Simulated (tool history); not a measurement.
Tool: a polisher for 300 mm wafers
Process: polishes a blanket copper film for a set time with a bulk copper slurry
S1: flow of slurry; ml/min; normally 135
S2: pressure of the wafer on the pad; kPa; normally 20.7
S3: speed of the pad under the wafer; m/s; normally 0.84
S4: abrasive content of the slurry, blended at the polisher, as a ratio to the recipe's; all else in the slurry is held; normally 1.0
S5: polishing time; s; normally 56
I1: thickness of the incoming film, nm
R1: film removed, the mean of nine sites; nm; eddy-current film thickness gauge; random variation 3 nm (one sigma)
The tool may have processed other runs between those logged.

| run | hour | S1 | S2 | S3 | S4 | S5 | I1 | R1 |
|---|---|---|---|---|---|---|---|---|
| 1 | 0.0 | 135 | 20.7 | 0.84 | 1.0 | 56 | 3563.2 | 428.8 |
|  | 53.1 | worn pad replaced by a new one |
| 2 | 85.8 | 125 | 20.7 | 0.84 | 1.0 | 56 | 3586.8 | 445.9 |
|  | 151.7 | slurry blender recalibrated |
| 3 | 159.1 | 125 | 20.7 | 0.84 | 1.0 | 56 | 3525.1 | 438.5 |
|  | 239.8 | worn pad replaced by a new one, of another model than before |
| 4 | 256.0 | 135 | 20.7 | 0.84 | 1.1 | 56 | 3606.0 | 466.7 |
| 5 | 330.3 | 120 | 20.7 | 0.84 | 1.0 | 56 | 3536.4 | 424.2 |
| 6 | 371.3 | 135 | 20.7 | 0.62 | 1.0 | 56 | 3559.2 | 389.6 |
|  | 409.8 | slurry nozzle cleaned |
|  | 418.1 | worn pad replaced by a new one |
|  | 434.6 | slurry blender recalibrated |
| 7 | 441.6 | 135 | 20.7 | 0.62 | 1.0 | 56 | 3578.4 | 393.4 |
| 8 | 488.7 | 135 | 20.7 | 0.84 | 1.1 | 63 | 3516.7 | 517.9 |
|  | 627.7 | worn pad replaced by a new one |
| 9 | 628.1 | 135 | 20.7 | 0.64 | 1.0 | 56 | 3525.3 | 402.0 |
| 10 | 679.0 | 135 | 20.7 | 0.84 | 0.7 | 56 | 3578.6 | 397.7 |
|  | 690.2 | slurry blender recalibrated |
|  | 711.7 | head pressure recalibrated |
| 11 | 757.6 | 135 | 20.7 | 0.84 | 1.0 | 56 | 3554.5 | 438.6 |
| 12 | 806.9 | 135 | 20.7 | 0.70 | 1.0 | 56 | 3511.4 | 398.4 |
|  | 824.7 | worn pad replaced by a new one |
| 13 | 885.6 | 150 | 22.8 | 0.84 | 1.0 | 56 | 3624.8 | 483.3 |
| 14 | 931.2 | 135 | 26.9 | 1.06 | 1.0 | 64 | 3564.9 | 664.0 |

3 ways to go on from here, each from the tool as it stands after run 14. What would each give?
| A | 931.6 | 135 | 20.7 | 0.84 | 1.0 | 56 | 3576.6 | ? |
| B | 931.6 | 155 | 16.5 | 0.72 | 0.8 | 56 | 3576.6 | ? |
| C | 931.6 | 135 | 20.7 | 0.84 | 1.0 | 67 | 3576.6 | ? |

| run | R1 |
|---|---|
| A | 438.6 |
| B | 347.7 |
| C | 524.7 |
With no hidden state in the tool, these same runs would have given:
| run | R1 |
|---|---|
| A | 449.3 |
| B | 356.2 |
| C | 537.6 |

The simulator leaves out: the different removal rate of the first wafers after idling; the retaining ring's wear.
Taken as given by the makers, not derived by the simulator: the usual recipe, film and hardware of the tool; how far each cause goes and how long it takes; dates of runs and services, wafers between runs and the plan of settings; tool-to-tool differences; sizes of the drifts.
